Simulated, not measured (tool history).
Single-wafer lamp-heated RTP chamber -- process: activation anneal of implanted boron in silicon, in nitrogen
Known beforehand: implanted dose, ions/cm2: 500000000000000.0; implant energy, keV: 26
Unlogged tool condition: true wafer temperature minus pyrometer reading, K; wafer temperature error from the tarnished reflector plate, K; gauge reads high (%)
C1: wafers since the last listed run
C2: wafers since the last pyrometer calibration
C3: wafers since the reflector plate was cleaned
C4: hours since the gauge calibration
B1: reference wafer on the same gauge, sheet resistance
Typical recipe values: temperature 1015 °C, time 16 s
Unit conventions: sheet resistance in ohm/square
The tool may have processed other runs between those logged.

run 1 hour=0.0 | temperature=1015 time=12 | C1=0 C2=828 C3=2912 C4=307.8 | B1=224.95 | sheet_resistance=201.34
-- hour=101.8 pyrometer window cleaned and pyrometer calibrated
run 2 hour=129.6 | temperature=1015 time=12 | C1=1672 C2=382 C3=4585 C4=437.4 | B1=224.90 | sheet_resistance=202.22
run 3 hour=190.3 | temperature=1015 time=12 | C1=834 C2=1217 C3=5420 C4=498.1 | B1=225.03 | sheet_resistance=202.39
run 4 hour=219.6 | temperature=1002 time=16 | C1=403 C2=1621 C3=5823 C4=527.4 | B1=225.00 | sheet_resistance=204.44
run 5 hour=253.4 | temperature=1002 time=16 | C1=464 C2=2085 C3=6288 C4=561.2 | B1=225.02 | sheet_resistance=204.09
-- hour=288.7 pyrometer window cleaned and pyrometer calibrated
run 6 hour=324.6 | temperature=1015 time=18 | C1=869 C2=493 C3=7157 C4=632.4 | B1=225.00 | sheet_resistance=200.84
run 7 hour=363.1 | temperature=1015 time=16 | C1=529 C2=1023 C3=7687 C4=670.9 | B1=225.05 | sheet_resistance=201.93
run 8 hour=418.1 | temperature=1015 time=16 | C1=756 C2=1779 C3=8444 C4=725.9 | B1=225.08 | sheet_resistance=200.68
-- hour=451.3 gauge calibrated
run 9 hour=461.6 | temperature=1015 time=16 | C1=598 C2=2378 C3=9042 C4=10.3 | B1=225.07 | sheet_resistance=201.07
-- hour=481.6 pyrometer window cleaned and pyrometer calibrated
run 10 hour=494.2 | temperature=1015 time=25 | C1=338 C2=173 C3=9380 C4=42.9 | B1=225.04 | sheet_resistance=200.04
run 11 hour=519.3 | temperature=1015 time=12 | C1=345 C2=518 C3=9726 C4=68.0 | B1=224.80 | sheet_resistance=202.40
-- hour=538.7 reflector plate cleaned
run 12 hour=583.8 | temperature=1015 time=16 | C1=777 C2=1295 C3=620 C4=132.5 | B1=224.97 | sheet_resistance=200.21
-- hour=635.6 pyrometer window cleaned and pyrometer calibrated
run 13 hour=636.1 | temperature=1001 time=20 | C1=609 C2=6 C3=1229 C4=184.8 | B1=224.89 | sheet_resistance=202.63
run 14 hour=692.1 | temperature=1002 time=16 | C1=770 C2=776 C3=2000 C4=240.8 | B1=225.10 | sheet_resistance=202.22
run 15 hour=744.6 | temperature=997 time=11 | C1=722 C2=1499 C3=2722 C4=293.3 | B1=224.85 | sheet_resistance=204.27
-- hour=753.4 reflector plate cleaned, repeated, since the last time left the tool worse
-- hour=786.5 pyrometer window cleaned and pyrometer calibrated
run 16 hour=806.7 | temperature=1003 time=20 | C1=634 C2=278 C3=622 C4=355.4 | B1=225.13 | sheet_resistance=203.26
run 17 hour=833.4 | temperature=987 time=21 | C1=367 C2=645 C3=990 C4=382.1 | B1=224.94 | sheet_resistance=211.37
run 18 hour=884.0 | temperature=987 time=16 | C1=696 C2=1341 C3=1686 C4=432.7 | B1=225.19 | sheet_resistance=212.60

Predict each of these 5 candidate next runs independently; none follows another, all start after run 18:
run A hour=884.4 | temperature=985 time=16 | C1=5 C2=1346 C3=1691 C4=433.1 | B1=? | sheet_resistance=?
run B hour=884.4 | temperature=1015 time=23 | C1=5 C2=1346 C3=1691 C4=433.1 | B1=? | sheet_resistance=?
run C hour=884.4 | temperature=999 time=20 | C1=5 C2=1346 C3=1691 C4=433.1 | B1=? | sheet_resistance=?
run D hour=884.4 | temperature=1041 time=19 | C1=5 C2=1346 C3=1691 C4=433.1 | B1=? | sheet_resistance=?
run E hour=884.4 | temperature=1025 time=25 | C1=5 C2=1346 C3=1691 C4=433.1 | B1=? | sheet_resistance=?

run=A B1=224.94 sheet_resistance=214.46
run=B B1=224.94 sheet_resistance=201.35
run=C B1=224.94 sheet_resistance=205.78
run=D B1=224.94 sheet_resistance=198.74
run=E B1=224.94 sheet_resistance=199.71
Take away the tool's hidden state, keep each run's random variation, and the runs would have read:
run=A sheet_resistance=215.44
run=B sheet_resistance=201.57
run=C sheet_resistance=206.26
run=D sheet_resistance=198.84
run=E sheet_resistance=199.87
